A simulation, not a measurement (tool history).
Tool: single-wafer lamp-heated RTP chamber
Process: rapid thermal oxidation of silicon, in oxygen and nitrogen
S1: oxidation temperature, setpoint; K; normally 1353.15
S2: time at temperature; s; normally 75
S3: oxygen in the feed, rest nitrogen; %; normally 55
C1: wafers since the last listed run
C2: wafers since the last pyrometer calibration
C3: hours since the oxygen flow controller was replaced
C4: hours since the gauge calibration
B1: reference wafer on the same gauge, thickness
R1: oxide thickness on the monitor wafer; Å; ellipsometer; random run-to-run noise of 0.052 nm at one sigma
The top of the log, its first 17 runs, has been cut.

run 18 hour=187.9 | S1=1326.15 S2=75 S3=67 | C1=52 C2=1973 C3=5277.6 C4=207.7 | B1=10.103 | R1=94.60
run 19 hour=203.1 | S1=1353.15 S2=75 S3=55 | C1=115 C2=2089 C3=5292.8 C4=222.9 | B1=10.102 | R1=107.06
run 20 hour=217.6 | S1=1378.15 S2=75 S3=55 | C1=110 C2=2200 C3=5307.3 C4=237.4 | B1=10.096 | R1=125.29
run 21 hour=226.6 | S1=1368.15 S2=99 S3=72 | C1=68 C2=2269 C3=5316.3 C4=246.4 | B1=10.105 | R1=147.16
run 22 hour=239.3 | S1=1336.15 S2=75 S3=55 | C1=96 C2=2366 C3=5329.0 C4=259.1 | B1=10.087 | R1=96.54
run 23 hour=251.3 | S1=1332.15 S2=75 S3=55 | C1=91 C2=2457 C3=5341.0 C4=271.1 | B1=10.094 | R1=94.23
run 24 hour=261.6 | S1=1378.15 S2=51 S3=68 | C1=78 C2=2536 C3=5351.3 C4=281.4 | B1=10.104 | R1=114.59
-- hour=277.3 oxygen flow controller replaced
-- hour=277.4 gauge calibrated
-- hour=279.0 pyrometer window cleaned and pyrometer calibrated
run 25 hour=279.5 | S1=1373.15 S2=75 S3=55 | C1=62 C2=3 C3=2.2 C4=2.1 | B1=10.103 | R1=114.24
run 26 hour=283.3 | S1=1353.15 S2=40 S3=55 | C1=28 C2=32 C3=6.0 C4=5.9 | B1=10.095 | R1=76.49
run 27 hour=293.3 | S1=1353.15 S2=75 S3=55 | C1=76 C2=109 C3=16.0 C4=15.9 | B1=10.090 | R1=100.47

Forecast run 28:
run 28 hour=302.1 | S1=1363.15 S2=47 S3=77 | C1=67 C2=176 C3=24.8 C4=24.7 | B1=? | R1=?

B1: 10.080
R1: 99.37 Å
On a tool with no hidden condition, and with the same random variation, this run would have come out at R1 99.19 Å.
